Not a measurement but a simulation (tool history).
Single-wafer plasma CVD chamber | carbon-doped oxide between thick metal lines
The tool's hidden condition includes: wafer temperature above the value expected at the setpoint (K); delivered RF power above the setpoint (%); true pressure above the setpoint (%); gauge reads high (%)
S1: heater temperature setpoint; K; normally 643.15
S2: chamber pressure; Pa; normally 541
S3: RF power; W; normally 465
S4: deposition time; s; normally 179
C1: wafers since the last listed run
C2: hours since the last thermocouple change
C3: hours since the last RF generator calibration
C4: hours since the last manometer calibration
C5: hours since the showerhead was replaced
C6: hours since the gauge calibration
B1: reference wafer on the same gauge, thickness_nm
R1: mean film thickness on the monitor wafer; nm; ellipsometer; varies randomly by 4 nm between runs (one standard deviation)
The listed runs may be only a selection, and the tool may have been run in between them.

run,hour,S1,S2,S3,S4,C1,C2,C3,C4,C5,C6,B1,R1
1,0.0,643.15,581,465,179,0,1081.7,686.6,24.8,6475.9,967.0,846.125,800.149
2,56.5,653.15,541,510,179,443,1138.2,743.1,81.3,6532.4,1023.5,846.650,830.027
# hour 81.5: RF generator calibrated
3,117.4,653.15,541,510,179,414,1199.1,35.9,142.2,6593.3,1084.4,847.507,813.541
4,165.0,653.15,541,510,179,373,1246.7,83.5,189.8,6640.9,1132.0,847.386,802.106
5,196.8,643.15,541,465,179,249,1278.5,115.3,221.6,6672.7,1163.8,848.845,778.901
6,235.8,643.15,541,465,203,305,1317.5,154.3,260.6,6711.7,1202.8,847.919,874.879
7,280.1,631.15,580,500,150,347,1361.8,198.6,304.9,6756.0,1247.1,848.073,712.772
8,312.5,653.15,541,395,165,254,1394.2,231.0,337.3,6788.4,1279.5,847.117,617.544
9,379.0,629.15,409,465,152,521,1460.7,297.5,403.8,6854.9,1346.0,845.664,656.957
10,439.7,632.15,428,435,149,476,1521.4,358.2,464.5,6915.6,1406.7,846.371,606.736
# hour 453.5: showerhead replaced
11,475.6,643.15,436,465,179,218,1557.3,394.1,500.4,22.1,1442.6,848.172,751.446
# hour 507.1: RF generator calibrated, repeated, since the last time left the tool worse
# hour 514.7: gauge calibrated
12,529.0,643.15,541,465,179,356,1610.7,21.9,553.8,75.5,14.3,845.599,823.507
13,560.5,643.15,465,440,179,247,1642.2,53.4,585.3,107.0,45.8,846.114,783.735
14,604.2,643.15,541,465,161,342,1685.9,97.1,629.0,150.7,89.5,844.737,735.405
15,661.3,643.15,657,465,213,447,1743.0,154.2,686.1,207.8,146.6,847.953,1003.387
16,726.2,643.15,541,465,179,509,1807.9,219.1,751.0,272.7,211.5,847.832,807.803
17,778.8,643.15,496,535,194,412,1860.5,271.7,803.6,325.3,264.1,846.587,948.714
18,807.9,643.15,541,465,179,228,1889.6,300.8,832.7,354.4,293.2,848.623,808.252
19,834.5,643.15,648,465,154,208,1916.2,327.4,859.3,381.0,319.8,847.461,703.236
# hour 854.5: thermocouple changed; heater temperature recalibrated
20,876.2,643.15,541,445,179,264,21.7,369.1,901.0,422.7,361.5,847.469,778.098
21,921.0,643.15,580,465,179,351,66.5,413.9,945.8,467.5,406.3,845.249,813.129
22,962.1,633.15,541,465,179,322,107.6,455.0,986.9,508.6,447.4,847.067,831.192
23,986.7,656.15,541,465,148,192,132.2,479.6,1011.5,533.2,472.0,847.544,645.369
# hour 1018.3: capacitance manometer re-zeroed and calibrated
24,1018.8,643.15,541,520,179,189,164.3,511.7,0.5,565.3,504.1,847.306,866.648
25,1044.2,650.15,473,530,211,199,189.7,537.1,25.9,590.7,529.5,849.405,999.336
26,1254.4,643.15,587,465,163,1648,399.9,747.3,236.1,800.9,739.7,847.581,741.823
# hour 1271.3: RF generator calibrated
27,1311.1,649.15,541,415,206,381,456.6,39.8,292.8,857.6,796.4,844.708,853.488

Describe how what the log doesn't record of the tool's condition differs between the last listed run preceding each entry between runs and the first listed run following it.
From run 2 to run 3: RF generator calibrated (hour 81.5)
  delivered RF power above the setpoint (%): -3.95 -> -7.19
  measured minus no-state result, R1: -21.091 -> -38.915 nm
From run 10 to run 11: showerhead replaced (hour 453.5)
  delivered RF power above the setpoint (%): -9.49 -> -9.62
  measured minus no-state result, R1: -45.856 -> -55.794 nm
From run 11 to run 12: RF generator calibrated, repeated, since the last time left the tool worse (hour 507.1); gauge calibrated (hour 514.7)
  delivered RF power above the setpoint (%): -9.62 -> -0.419
  measured minus no-state result, R1: -55.794 -> -2.179 nm
From run 19 to run 20: thermocouple changed; heater temperature recalibrated (hour 854.5)
  delivered RF power above the setpoint (%): -2.76 -> -2.93
  measured minus no-state result, R1: -12.878 -> -17.079 nm
From run 23 to run 24: capacitance manometer re-zeroed and calibrated (hour 1018.3)
  delivered RF power above the setpoint (%): -3.27 -> -3.35
  measured minus no-state result, R1: -14.365 -> -18.390 nm
From run 26 to run 27: RF generator calibrated (hour 1271.3)
  delivered RF power above the setpoint (%): -3.72 -> -0.913
  measured minus no-state result, R1: -19.094 -> -5.737 nm

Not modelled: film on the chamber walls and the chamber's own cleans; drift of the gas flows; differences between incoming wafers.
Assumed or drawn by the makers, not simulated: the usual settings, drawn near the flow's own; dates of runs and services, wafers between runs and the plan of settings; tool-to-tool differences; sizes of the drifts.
